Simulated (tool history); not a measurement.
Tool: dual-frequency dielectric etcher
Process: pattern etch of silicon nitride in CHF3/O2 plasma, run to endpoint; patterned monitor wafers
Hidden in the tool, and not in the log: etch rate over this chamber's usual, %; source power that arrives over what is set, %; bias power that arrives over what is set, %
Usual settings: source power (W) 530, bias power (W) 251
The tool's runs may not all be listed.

run	day	source power (W)	bias power (W)	wafers since the last listed run	hours since the last wet clean	hours since the last source power generator calibration	hours since the last bias power generator calibration	hours since the last upper electrode change	incoming incoming film thickness, nm	endpoint time (s)
1	0	590	251	0	265.4	2918.1	2098	4546.5	70.3	47.7
2	0.621	590	251	227	280.3	2933	2112.9	4561.4	70.5	48.4
3	1.017	580	251	145	289.8	2942.5	2122.4	4570.9	70.2	48
4	1.596	530	251	212	303.7	2956.4	2136.3	4584.8	70.2	50.5
5	2.104	530	251	186	315.9	2968.6	2148.5	4597	70.6	50.3
6	2.596	440	251	180	327.7	2980.4	2160.3	4608.8	71.3	55.4
7	2.979	440	251	140	336.9	2989.6	2169.5	4618	70.7	55.2
8	3.325	430	219	126	345.2	2997.9	2177.8	4626.3	70.7	58.7
9	3.875	430	219	201	358.4	3011.1	2191	4639.5	70	58
10	4.267	530	251	143	367.8	3020.5	2200.4	4648.9	70.9	50.2
11	4.538	530	251	99	374.3	3027	2206.9	4655.4	69.7	50.1
12	5.175	530	251	233	389.6	3042.3	2222.2	4670.7	70.4	50
# day 7.804: upper electrode replaced, of another model than before
13	7.825	530	251	605	453.2	3105.9	2285.8	0.5	70.8	49.4
14	7.838	530	251	4	453.5	3106.2	2286.1	0.8	70.6	50.3
15	8.062	630	251	82	458.9	3111.6	2291.5	6.2	70.7	44.9
16	8.642	530	251	212	472.8	3125.5	2305.4	20.1	70.3	49.2
17	8.921	450	234	102	479.5	3132.2	2312.1	26.8	69.9	56.4
18	10.7	430	214	652	522.2	3174.9	2354.8	69.5	70.2	59.3
19	11.192	420	298	180	534	3186.7	2366.6	81.3	71.4	55.9
# day 12.342: wet clean of the chamber
# day 12.346: bias power generator calibrated
20	12.362	580	286	60	0.5	3214.8	0.4	109.4	70	47.5
21	12.375	530	224	4	0.8	3215.1	0.7	109.7	69.9	53.4
# day 12.958: source power generator calibrated
22	12.979	530	251	160	15.3	0.5	15.2	124.2	70.3	51.3
23	13.162	570	287	67	19.7	4.9	19.6	128.6	69.9	47.4
24	13.433	630	313	99	26.2	11.4	26.1	135.1	71.1	44.2
25	14.029	530	251	218	40.5	25.7	40.4	149.4	70.1	51.7
26	14.658	480	251	230	55.6	40.8	55.5	164.5	71	55.5
27	15.046	530	251	142	64.9	50.1	64.8	173.8	70.4	51.3
28	15.4	530	251	129	73.4	58.6	73.3	182.3	70.5	52.2
29	16.058	600	293	241	89.2	74.4	89.1	198.1	70.7	45.9
30	16.554	470	215	181	101.1	86.3	101	210	71.1	58.6

5 ways to go on from here, each from the tool as it stands after run 30. What would each give?
A	16.571	530	251	6	101.5	86.7	101.4	210.4	70.2	?
B	16.571	580	199	6	101.5	86.7	101.4	210.4	70.2	?
C	16.571	640	218	6	101.5	86.7	101.4	210.4	70.2	?
D	16.571	620	311	6	101.5	86.7	101.4	210.4	70.2	?
E	16.571	600	276	6	101.5	86.7	101.4	210.4	70.2	?

run	endpoint time (s)
A	50.5
B	50.2
C	46.5
D	43.7
E	45.8
Without the tool's hidden state the same runs would have given:
run	endpoint time (s)
A	50.8
B	50.5
C	46.7
D	43.9
E	46
